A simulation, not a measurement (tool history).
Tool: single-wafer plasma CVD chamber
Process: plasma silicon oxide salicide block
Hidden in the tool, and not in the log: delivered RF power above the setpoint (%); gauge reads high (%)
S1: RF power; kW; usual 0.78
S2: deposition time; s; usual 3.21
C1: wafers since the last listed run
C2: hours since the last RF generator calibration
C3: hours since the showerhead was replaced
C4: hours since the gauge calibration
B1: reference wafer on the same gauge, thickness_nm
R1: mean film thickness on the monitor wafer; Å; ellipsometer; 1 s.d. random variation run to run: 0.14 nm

Run 1, hour 0: usual settings; C1 0; C2 1899.8; C3 6799; C4 779.1; B1 36.189. Result: R1 332.87 Å.
Run 2, hour 29.6: usual settings; C1 839; C2 1929.4; C3 6828.6; C4 808.7; B1 36.195. Result: R1 334.89 Å.
Run 3, hour 49.2: usual settings; C1 556; C2 1949; C3 6848.2; C4 828.3; B1 36.17. Result: R1 335.59 Å.
Run 4, hour 77.7: usual settings; C1 808; C2 1977.5; C3 6876.7; C4 856.8; B1 36.211. Result: R1 335.77 Å.
Run 5, hour 94.1: usual settings; C1 465; C2 1993.9; C3 6893.1; C4 873.2; B1 36.191. Result: R1 334.53 Å.
Run 6, hour 117.5: usual settings; C1 663; C2 2017.3; C3 6916.5; C4 896.6; B1 36.191. Result: R1 334.46 Å.
Run 7, hour 133.5: usual settings; C1 453; C2 2033.3; C3 6932.5; C4 912.6; B1 36.17. Result: R1 334.37 Å.
Run 8, hour 147.2: usual settings; C1 388; C2 2047; C3 6946.2; C4 926.3; B1 36.175. Result: R1 336.04 Å.
Run 9, hour 165.4: usual settings; C1 516; C2 2065.2; C3 6964.4; C4 944.5; B1 36.201. Result: R1 332.49 Å.
Run 10, hour 186.8: usual settings; C1 607; C2 2086.6; C3 6985.8; C4 965.9; B1 36.22. Result: R1 333.41 Å.
Run 11, hour 199.9: usual settings; C1 371; C2 2099.7; C3 6998.9; C4 979; B1 36.179. Result: R1 334.39 Å.
Run 12, hour 212.5: usual settings; C1 357; C2 2112.3; C3 7011.5; C4 991.6; B1 36.198. Result: R1 333.85 Å.
Run 13, hour 243.7: usual settings; C1 885; C2 2143.5; C3 7042.7; C4 1022.8; B1 36.226. Result: R1 334.49 Å.
Run 14, hour 256.1: usual settings; C1 351; C2 2155.9; C3 7055.1; C4 1035.2; B1 36.193. Result: R1 336.16 Å.
At hour 278.8: gauge calibrated.
Run 15, hour 287.9: usual settings; C1 902; C2 2187.7; C3 7086.9; C4 9.1; B1 36.236. Result: R1 336.77 Å.
Run 16, hour 322.8: usual settings but S1 0.885 kW; C1 990; C2 2222.6; C3 7121.8; C4 44; B1 36.173. Result: R1 343.65 Å.
Run 17, hour 341: usual settings but S2 3.41 s; C1 516; C2 2240.8; C3 7140; C4 62.2; B1 36.189. Result: R1 358.06 Å.
Run 18, hour 373.6: usual settings but S2 3.41 s; C1 924; C2 2273.4; C3 7172.6; C4 94.8; B1 36.219. Result: R1 355.89 Å.
Run 19, hour 394.6: usual settings but S1 0.86 kW; C1 595; C2 2294.4; C3 7193.6; C4 115.8; B1 36.226. Result: R1 346.21 Å.
Run 20, hour 414.1: usual settings but S1 0.905 kW, S2 3.71 s; C1 553; C2 2313.9; C3 7213.1; C4 135.3; B1 36.211. Result: R1 401.02 Å.
Run 21, hour 443.8: usual settings but S1 0.85 kW; C1 842; C2 2343.6; C3 7242.8; C4 165; B1 36.21. Result: R1 344.24 Å.
Run 22, hour 464.2: usual settings but S1 0.665 kW, S2 3.82 s; C1 578; C2 2364; C3 7263.2; C4 185.4; B1 36.222. Result: R1 383.86 Å.
Run 23, hour 491.5: usual settings; C1 774; C2 2391.3; C3 7290.5; C4 212.7; B1 36.21. Result: R1 333.06 Å.
Run 24, hour 508.3: usual settings but S1 0.665 kW, S2 3.82 s; C1 476; C2 2408.1; C3 7307.3; C4 229.5; B1 36.206. Result: R1 383.78 Å.
Run 25, hour 529.3: usual settings; C1 595; C2 2429.1; C3 7328.3; C4 250.5; B1 36.22. Result: R1 337.04 Å.
Run 26, hour 561.1: usual settings but S2 2.95 s; C1 902; C2 2460.9; C3 7360.1; C4 282.3; B1 36.18. Result: R1 308.04 Å.
Run 27, hour 595.6: usual settings but S1 0.645 kW, S2 3.82 s; C1 978; C2 2495.4; C3 7394.6; C4 316.8; B1 36.16. Result: R1 379.97 Å.
Run 28, hour 620.7: usual settings; C1 712; C2 2520.5; C3 7419.7; C4 341.9; B1 36.204. Result: R1 334.53 Å.
Run 29, hour 649.7: usual settings but S1 0.875 kW, S2 3.84 s; C1 822; C2 2549.5; C3 7448.7; C4 370.9; B1 36.24. Result: R1 414.54 Å.
At hour 657.7: showerhead replaced.
At hour 664.3: RF generator calibrated.
Run 30, hour 672.8: usual settings; C1 241; C2 8.5; C3 15.1; C4 394; B1 36.168. Result: R1 336 Å.
Run 31, hour 706.4: usual settings but S1 0.675 kW, S2 3.78 s; C1 953; C2 42.1; C3 48.7; C4 427.6; B1 36.22. Result: R1 378.77 Å.
Run 32, hour 740: usual settings; C1 953; C2 75.7; C3 82.3; C4 461.2; B1 36.198. Result: R1 334.64 Å.
Run 33, hour 765: usual settings but S1 0.925 kW, S2 2.63 s; C1 709; C2 100.7; C3 107.3; C4 486.2; B1 36.191. Result: R1 285.54 Å.
Run 34, hour 788.1: usual settings but S1 0.675 kW, S2 2.71 s; C1 655; C2 123.8; C3 130.4; C4 509.3; B1 36.167. Result: R1 272.47 Å.
Run 35, hour 813: usual settings but S1 0.64 kW, S2 2.77 s; C1 706; C2 148.7; C3 155.3; C4 534.2; B1 36.212. Result: R1 277.55 Å.
Run 36, hour 831.5: usual settings; C1 524; C2 167.2; C3 173.8; C4 552.7; B1 36.207. Result: R1 334.32 Å.
Run 37, hour 850.9: usual settings but S2 2.7 s; C1 550; C2 186.6; C3 193.2; C4 572.1; B1 36.19. Result: R1 282.88 Å.
Run 38, hour 876.6: usual settings but S2 3.8 s; C1 729; C2 212.3; C3 218.9; C4 597.8; B1 36.206. Result: R1 398.69 Å.
Run 39, hour 902.8: usual settings but S1 0.93 kW, S2 2.58 s; C1 743; C2 238.5; C3 245.1; C4 624; B1 36.2. Result: R1 282.75 Å.
Run 40, hour 933.3: usual settings but S1 0.92 kW, S2 2.8 s; C1 865; C2 269; C3 275.6; C4 654.5; B1 36.192. Result: R1 306.11 Å.
Run 41, hour 961.3: usual settings but S1 0.905 kW, S2 3.5 s; C1 794; C2 297; C3 303.6; C4 682.5; B1 36.213. Result: R1 377.29 Å.
Run 42, hour 978.9: usual settings but S1 0.85 kW, S2 3.49 s; C1 499; C2 314.6; C3 321.2; C4 700.1; B1 36.202. Result: R1 371.62 Å.
Run 43, hour 1005.8: usual settings; C1 763; C2 341.5; C3 348.1; C4 727; B1 36.2. Result: R1 332.09 Å.

Branching from run 43: 5 alternative next runs. What would each branch give?
Run A, hour 1006.2: usual settings; C1 11; C2 341.9; C3 348.5; C4 727.4; B1 ?. Result: R1 ?.
Run B, hour 1006.2: usual settings but S1 0.69 kW, S2 2.89 s; C1 11; C2 341.9; C3 348.5; C4 727.4; B1 ?. Result: R1 ?.
Run C, hour 1006.2: usual settings but S2 2.86 s; C1 11; C2 341.9; C3 348.5; C4 727.4; B1 ?. Result: R1 ?.
Run D, hour 1006.2: usual settings but S1 0.73 kW, S2 2.61 s; C1 11; C2 341.9; C3 348.5; C4 727.4; B1 ?. Result: R1 ?.
Run E, hour 1006.2: usual settings but S1 0.905 kW, S2 2.82 s; C1 11; C2 341.9; C3 348.5; C4 727.4; B1 ?. Result: R1 ?.

run      B1      R1
  A  36.185  333.73
  B  36.185  291.23
  C  36.185  297.34
  D  36.185  266.79
  E  36.185  304.71
Stripped of hidden state, with their random variation kept, the same runs would have yielded:
run      R1
  A  333.73
  B  291.23
  C  297.34
  D  266.79
  E  304.71

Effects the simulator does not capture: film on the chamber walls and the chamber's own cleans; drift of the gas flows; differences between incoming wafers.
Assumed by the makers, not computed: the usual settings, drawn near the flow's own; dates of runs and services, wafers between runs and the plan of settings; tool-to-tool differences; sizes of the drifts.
